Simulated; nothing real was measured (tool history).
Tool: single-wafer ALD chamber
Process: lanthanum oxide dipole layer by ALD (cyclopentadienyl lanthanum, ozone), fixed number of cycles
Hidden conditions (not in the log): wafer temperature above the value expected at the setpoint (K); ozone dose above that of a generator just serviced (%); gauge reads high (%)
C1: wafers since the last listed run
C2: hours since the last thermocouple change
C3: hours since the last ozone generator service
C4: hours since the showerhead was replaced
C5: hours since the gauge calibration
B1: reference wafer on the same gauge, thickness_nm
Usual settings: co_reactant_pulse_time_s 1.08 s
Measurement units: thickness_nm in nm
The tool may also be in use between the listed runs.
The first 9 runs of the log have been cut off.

{"run": 10, "hour": 670.5, "co_reactant_pulse_time_s": 1.35, "C1": 1300, "C2": 334.1, "C3": 1283.6, "C4": 3223.7, "C5": 1635.7, "B1": 0.485, "thickness_nm": 0.556}
{"run": 11, "hour": 775.7, "co_reactant_pulse_time_s": 1.35, "C1": 1638, "C2": 439.3, "C3": 1388.8, "C4": 3328.9, "C5": 1740.9, "B1": 0.486, "thickness_nm": 0.548}
{"run": 12, "hour": 856.5, "co_reactant_pulse_time_s": 1.35, "C1": 1258, "C2": 520.1, "C3": 1469.6, "C4": 3409.7, "C5": 1821.7, "B1": 0.485, "thickness_nm": 0.553}
{"run": 13, "hour": 908.0, "co_reactant_pulse_time_s": 1.08, "C1": 801, "C2": 571.6, "C3": 1521.1, "C4": 3461.2, "C5": 1873.2, "B1": 0.485, "thickness_nm": 0.52}
{"run": 14, "hour": 945.3, "co_reactant_pulse_time_s": 1.08, "C1": 580, "C2": 608.9, "C3": 1558.4, "C4": 3498.5, "C5": 1910.5, "B1": 0.485, "thickness_nm": 0.516}
{"run": 15, "hour": 1035.6, "co_reactant_pulse_time_s": 0.89, "C1": 1406, "C2": 699.2, "C3": 1648.7, "C4": 3588.8, "C5": 2000.8, "B1": 0.486, "thickness_nm": 0.487}
{"run": 16, "hour": 1081.6, "co_reactant_pulse_time_s": 1.39, "C1": 716, "C2": 745.2, "C3": 1694.7, "C4": 3634.8, "C5": 2046.8, "B1": 0.485, "thickness_nm": 0.543}
{"run": 17, "hour": 1166.0, "co_reactant_pulse_time_s": 1.51, "C1": 1314, "C2": 829.6, "C3": 1779.1, "C4": 3719.2, "C5": 2131.2, "B1": 0.485, "thickness_nm": 0.556}
{"run": 18, "hour": 1204.3, "co_reactant_pulse_time_s": 0.87, "C1": 596, "C2": 867.9, "C3": 1817.4, "C4": 3757.5, "C5": 2169.5, "B1": 0.485, "thickness_nm": 0.483}
{"hour": 1237.0, "done": "ozone generator serviced"}
{"run": 19, "hour": 1296.9, "co_reactant_pulse_time_s": 1.31, "C1": 1317, "C2": 960.5, "C3": 59.9, "C4": 3850.1, "C5": 2262.1, "B1": 0.485, "thickness_nm": 0.531}
{"run": 20, "hour": 1357.1, "co_reactant_pulse_time_s": 1.21, "C1": 937, "C2": 1020.7, "C3": 120.1, "C4": 3910.3, "C5": 2322.3, "B1": 0.486, "thickness_nm": 0.515}
{"hour": 1392.0, "done": "thermocouple changed; heater temperature recalibrated"}
{"run": 21, "hour": 1431.2, "co_reactant_pulse_time_s": 0.94, "C1": 1029, "C2": 39.2, "C3": 194.2, "C4": 3984.4, "C5": 2396.4, "B1": 0.485, "thickness_nm": 0.471}
{"run": 22, "hour": 1475.0, "co_reactant_pulse_time_s": 1.08, "C1": 681, "C2": 83, "C3": 238, "C4": 4028.2, "C5": 2440.2, "B1": 0.485, "thickness_nm": 0.494}
{"hour": 1525.2, "done": "gauge calibrated"}
{"run": 23, "hour": 1551.4, "co_reactant_pulse_time_s": 0.7, "C1": 1189, "C2": 159.4, "C3": 314.4, "C4": 4104.6, "C5": 26.2, "B1": 0.485, "thickness_nm": 0.418}
{"run": 24, "hour": 1606.7, "co_reactant_pulse_time_s": 0.73, "C1": 861, "C2": 214.7, "C3": 369.7, "C4": 4159.9, "C5": 81.5, "B1": 0.485, "thickness_nm": 0.426}
{"hour": 1617.8, "done": "showerhead replaced"}
{"run": 25, "hour": 1656.1, "co_reactant_pulse_time_s": 1.4, "C1": 644, "C2": 264.1, "C3": 419.1, "C4": 38.3, "C5": 130.9, "B1": 0.484, "thickness_nm": 0.533}
{"run": 26, "hour": 1698.0, "co_reactant_pulse_time_s": 1.08, "C1": 652, "C2": 306, "C3": 461, "C4": 80.2, "C5": 172.8, "B1": 0.485, "thickness_nm": 0.491}
{"run": 27, "hour": 1759.7, "co_reactant_pulse_time_s": 1.42, "C1": 960, "C2": 367.7, "C3": 522.7, "C4": 141.9, "C5": 234.5, "B1": 0.485, "thickness_nm": 0.532}
{"run": 28, "hour": 1796.6, "co_reactant_pulse_time_s": 0.73, "C1": 574, "C2": 404.6, "C3": 559.6, "C4": 178.8, "C5": 271.4, "B1": 0.485, "thickness_nm": 0.422}
{"hour": 1822.9, "done": "ozone generator serviced, repeated, since the last time left the tool worse"}
{"run": 29, "hour": 1903.6, "co_reactant_pulse_time_s": 0.69, "C1": 1541, "C2": 511.6, "C3": 80.7, "C4": 285.8, "C5": 378.4, "B1": 0.486, "thickness_nm": 0.471}
{"run": 30, "hour": 1981.8, "co_reactant_pulse_time_s": 1.37, "C1": 1217, "C2": 589.8, "C3": 158.9, "C4": 364, "C5": 456.6, "B1": 0.485, "thickness_nm": 0.562}
{"run": 31, "hour": 2047.9, "co_reactant_pulse_time_s": 1.08, "C1": 1029, "C2": 655.9, "C3": 225, "C4": 430.1, "C5": 522.7, "B1": 0.484, "thickness_nm": 0.539}
{"run": 32, "hour": 2146.9, "co_reactant_pulse_time_s": 1.08, "C1": 1541, "C2": 754.9, "C3": 324, "C4": 529.1, "C5": 621.7, "B1": 0.485, "thickness_nm": 0.532}
{"run": 33, "hour": 2193.2, "co_reactant_pulse_time_s": 0.83, "C1": 720, "C2": 801.2, "C3": 370.3, "C4": 575.4, "C5": 668, "B1": 0.485, "thickness_nm": 0.493}

Each row is a separate what-if for the run after 33, all from the same tool condition, not one after another. Results?
{"run": "A", "hour": 2193.6, "co_reactant_pulse_time_s": 1.08, "C1": 6, "C2": 801.6, "C3": 370.7, "C4": 575.8, "C5": 668.4, "B1": "?", "thickness_nm": "?"}
{"run": "B", "hour": 2193.6, "co_reactant_pulse_time_s": 0.93, "C1": 6, "C2": 801.6, "C3": 370.7, "C4": 575.8, "C5": 668.4, "B1": "?", "thickness_nm": "?"}
{"run": "C", "hour": 2193.6, "co_reactant_pulse_time_s": 0.92, "C1": 6, "C2": 801.6, "C3": 370.7, "C4": 575.8, "C5": 668.4, "B1": "?", "thickness_nm": "?"}
{"run": "D", "hour": 2193.6, "co_reactant_pulse_time_s": 1.36, "C1": 6, "C2": 801.6, "C3": 370.7, "C4": 575.8, "C5": 668.4, "B1": "?", "thickness_nm": "?"}
{"run": "E", "hour": 2193.6, "co_reactant_pulse_time_s": 1.19, "C1": 6, "C2": 801.6, "C3": 370.7, "C4": 575.8, "C5": 668.4, "B1": "?", "thickness_nm": "?"}

run=A B1=0.485 thickness_nm=0.527
run=B B1=0.485 thickness_nm=0.506
run=C B1=0.485 thickness_nm=0.504
run=D B1=0.485 thickness_nm=0.554
run=E B1=0.485 thickness_nm=0.539
Had the tool no hidden state, the same runs would have come out as:
run=A thickness_nm=0.532
run=B thickness_nm=0.512
run=C thickness_nm=0.51
run=D thickness_nm=0.558
run=E thickness_nm=0.544
